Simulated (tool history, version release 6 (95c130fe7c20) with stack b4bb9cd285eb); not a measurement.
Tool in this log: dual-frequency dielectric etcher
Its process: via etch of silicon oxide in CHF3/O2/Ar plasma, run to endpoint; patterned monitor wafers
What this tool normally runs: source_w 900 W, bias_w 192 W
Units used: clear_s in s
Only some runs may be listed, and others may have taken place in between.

run   hour  source_w  bias_w  wafers since the last listed run  hours since the last wet clean  hours since the last source power generator calibration  hours since the last bias power generator calibration  hours since the last upper electrode change  incoming incoming film thickness, nm  clear_s
  1      0       900     192                                 0                           151.1                                                   3530.5                                                 1167.9                                       3595.7                                 751.4    344.2
  2   21.6       900     226                               144                           172.7                                                   3552.1                                                 1189.5                                       3617.3                                 755.6    318.8
  3   36.9       900     226                               102                             188                                                   3567.4                                                 1204.8                                       3632.6                                 743.1    316.3
  4   65.2       900     192                               189                           216.3                                                   3595.7                                                 1233.1                                       3660.9                                 750.6    343.5
  5   88.7       900     192                               157                           239.8                                                   3619.2                                                 1256.6                                       3684.4                                 742.1      336
  6  108.9       900     192                               135                             260                                                   3639.4                                                 1276.8                                       3704.6                                 753.6    336.8
  7  124.6      1060     192                               105                           275.7                                                   3655.1                                                 1292.5                                       3720.3                                 750.1    316.9
  8    142      1060     192                               116                           293.1                                                   3672.5                                                 1309.9                                       3737.7                                 748.1    315.7
  9  181.5       850     192                               264                           332.6                                                     3712                                                 1349.4                                       3777.2                                 748.3    344.8
 10  202.1       850     192                               138                           353.2                                                   3732.6                                                   1370                                       3797.8                                 745.7    341.5
 11  225.7       960     192                               158                           376.8                                                   3756.2                                                 1393.6                                       3821.4                                 751.6    325.5
 12  242.8       960     192                               114                           393.9                                                   3773.3                                                 1410.7                                       3838.5                                   753    326.3
 13  273.3       900     170                               204                           424.4                                                   3803.8                                                 1441.2                                         3869                                 752.5    352.9
 14    299       840     192                               172                           450.1                                                   3829.5                                                 1466.9                                       3894.7                                 742.5    346.1
     304.9  -- source power generator calibrated
       326  -- upper electrode replaced
 15  326.5       700     214                                15                           477.6                                                     21.6                                                 1494.4                                          0.5                                 740.7    354.8
       335  -- bias power generator calibrated
 16  335.5       680     153                                33                           486.6                                                     30.6                                                    0.5                                          9.5                                 746.6      420
     399.6  -- wet clean of the chamber
 17  400.1       900     232                               272                             0.5                                                     95.2                                                   65.1                                         74.1                                 738.7    314.8
 18  403.6       900     192                                23                               4                                                     98.7                                                   68.6                                         77.6                                 751.8    348.1
 19  438.3       900     192                               232                            38.7                                                    133.4                                                  103.3                                        112.3                                 743.3    343.3
 20    454       990     217                               105                            54.4                                                    149.1                                                    119                                          128                                 741.9    312.6
 21  475.3       900     192                               142                            75.7                                                    170.4                                                  140.3                                        149.3                                 746.9    346.7
 22  487.9      1040     168                                84                            88.3                                                      183                                                  152.9                                        161.9                                 740.5      332
 23  503.2       730     224                               102                           103.6                                                    198.3                                                  168.2                                        177.2                                 756.1    357.9
 24  526.2       900     192                               154                           126.6                                                    221.3                                                  191.2                                        200.2                                 747.1    346.7
 25  548.2       720     217                               147                           148.6                                                    243.3                                                  213.2                                        222.2                                 746.6    360.2

Consider 3 possible next runs. They are alternatives, not a sequence: every one starts from the tool as it was left by run 25. What does each give?
  A  548.7       900     192                                 3                           149.1                                                    243.8                                                  213.7                                        222.7                                 762.7        ?
  B  548.7      1040     212                                 3                           149.1                                                    243.8                                                  213.7                                        222.7                                 762.7        ?
  C  548.7       980     223                                 3                           149.1                                                    243.8                                                  213.7                                        222.7                                 762.7        ?

run  clear_s
  A    346.8
  B    311.8
  C    313.3
With no hidden state in the tool, these same runs would have given:
run  clear_s
  A    351.2
  B    315.7
  C    317.3

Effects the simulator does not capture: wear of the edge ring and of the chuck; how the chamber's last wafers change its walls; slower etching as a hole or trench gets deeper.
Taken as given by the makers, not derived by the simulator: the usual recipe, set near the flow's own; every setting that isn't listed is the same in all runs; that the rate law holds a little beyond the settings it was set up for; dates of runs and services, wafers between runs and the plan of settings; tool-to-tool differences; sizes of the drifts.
